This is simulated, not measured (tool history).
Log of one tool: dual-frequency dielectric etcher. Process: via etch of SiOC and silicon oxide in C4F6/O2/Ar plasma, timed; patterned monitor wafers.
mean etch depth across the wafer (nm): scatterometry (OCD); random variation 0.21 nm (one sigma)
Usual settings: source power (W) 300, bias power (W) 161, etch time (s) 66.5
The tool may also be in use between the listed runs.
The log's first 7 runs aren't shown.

run   hour  source power (W)  bias power (W)  etch time (s)  read-back reference wafer on the same gauge, depth_nm  mean etch depth across the wafer (nm)
     135.0  -- bias power generator calibrated
  8  145.1               300             161           66.5                                                     53                                   60.8
  9  178.3               330             161           66.5                                                     53                                   62.7
 10  200.7               300             161           86.0                                                     53                                   78.9
 11  224.2               270             134           66.5                                                     53                                   56.6
 12  259.4               350             144           66.5                                                     53                                   61.2
 13  273.4               300             161           60.0                                                     53                                   54.6
 14  306.9               300             161           66.5                                                     53                                   60.4
     392.5  -- upper electrode replaced
 15  406.0               250             144           81.5                                                     53                                   68.7
     436.9  -- source power generator calibrated
 16  437.4               340             133           66.5                                                     53                                   59.2
     463.7  -- wet clean of the chamber
 17  464.2               300             161           66.5                                                     53                                   62.1
 18  477.7               300             161           73.5                                                     53                                   67.8
 19  491.0               280             125           66.5                                                     53                                   57.0
     499.2  -- gauge calibrated
 20  525.7               300             161           82.0                                                     53                                   76.0
 21  554.7               300             136           80.5                                                     53                                   71.1
 22  649.2               350             179           84.0                                                     53                                   83.0
 23  682.9               300             123           66.5                                                     53                                   57.5
 24  701.2               370             196           72.0                                                     53                                   74.1
 25  713.6               300             161           66.5                                                     53                                   60.9
 26  732.3               230             161           56.5                                                     53                                   48.8

Forecast run 27:
 27  744.9               280             198           66.5                                                      ?                                      ?

Run 27 gave read-back reference wafer on the same gauge, depth_nm 53, mean etch depth across the wafer (nm) 63.3.
Without the tool's hidden state the same run would have given mean etch depth across the wafer (nm) 63.9.
